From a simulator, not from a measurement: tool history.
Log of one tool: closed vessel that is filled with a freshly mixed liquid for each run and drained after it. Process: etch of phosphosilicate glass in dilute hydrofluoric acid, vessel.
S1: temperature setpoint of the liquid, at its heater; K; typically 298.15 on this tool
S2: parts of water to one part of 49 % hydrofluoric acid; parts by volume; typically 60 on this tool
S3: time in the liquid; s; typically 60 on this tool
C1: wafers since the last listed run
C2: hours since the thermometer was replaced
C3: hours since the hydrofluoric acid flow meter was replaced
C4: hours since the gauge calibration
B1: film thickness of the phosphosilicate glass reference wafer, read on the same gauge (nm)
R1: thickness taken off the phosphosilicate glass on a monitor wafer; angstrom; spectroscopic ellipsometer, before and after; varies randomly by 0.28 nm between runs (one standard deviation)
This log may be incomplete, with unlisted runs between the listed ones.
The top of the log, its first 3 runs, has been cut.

run   hour      S1  S2  S3    C1     C2      C3     C4      B1     R1
  4   41.6  298.15  45  60  1579  809.1  1307.8  302.9  150.02  853.9
  5   55.1  298.15  45  60  1349  822.6  1321.3  316.4  149.95  857.1
  6   61.4  298.15  60  60   629  828.9  1327.6  322.7  150.01  631.3
  7   79.1  298.15  60  60  1768  846.6  1345.3  340.4  150.03  632.6
  8   86.4  300.65  60  80   729  853.9  1352.6  347.7  150.05  931.6
  9  104.3  298.15  60  60  1788  871.8  1370.5  365.6  150.00  631.8
 10  118.0  298.15  80  60  1369  885.5  1384.2  379.3  150.00  461.2
     123.6  -- gauge calibrated
 11  129.2  298.15  90  50  1119  896.7  1395.4    5.6  150.02  340.1
 12  160.3  298.15  60  60  3108  927.8  1426.5   36.7  149.97  638.8
     167.0  -- hydrofluoric acid flow meter replaced
 13  167.5  302.15  85  50   619  935.0     0.5   43.9  149.99  377.7
 14  177.1  300.65  70  40   959  944.6    10.1   53.5  149.98  358.1
 15  189.8  300.15  35  45  1269  957.3    22.8   66.2  150.00  822.8
 16  200.5  298.15  60  60  1069  968.0    33.5   76.9  150.02  568.1

Run 17 is up next; what results do you expect?
 17  209.1  298.15  85  40  859  976.6  42.1  85.5   ?   ?

{"run 17": {"B1": 150.01, "R1": 260.0}}
Minus the tool's unlogged condition, the same run would have read R1 267.5 angstrom.

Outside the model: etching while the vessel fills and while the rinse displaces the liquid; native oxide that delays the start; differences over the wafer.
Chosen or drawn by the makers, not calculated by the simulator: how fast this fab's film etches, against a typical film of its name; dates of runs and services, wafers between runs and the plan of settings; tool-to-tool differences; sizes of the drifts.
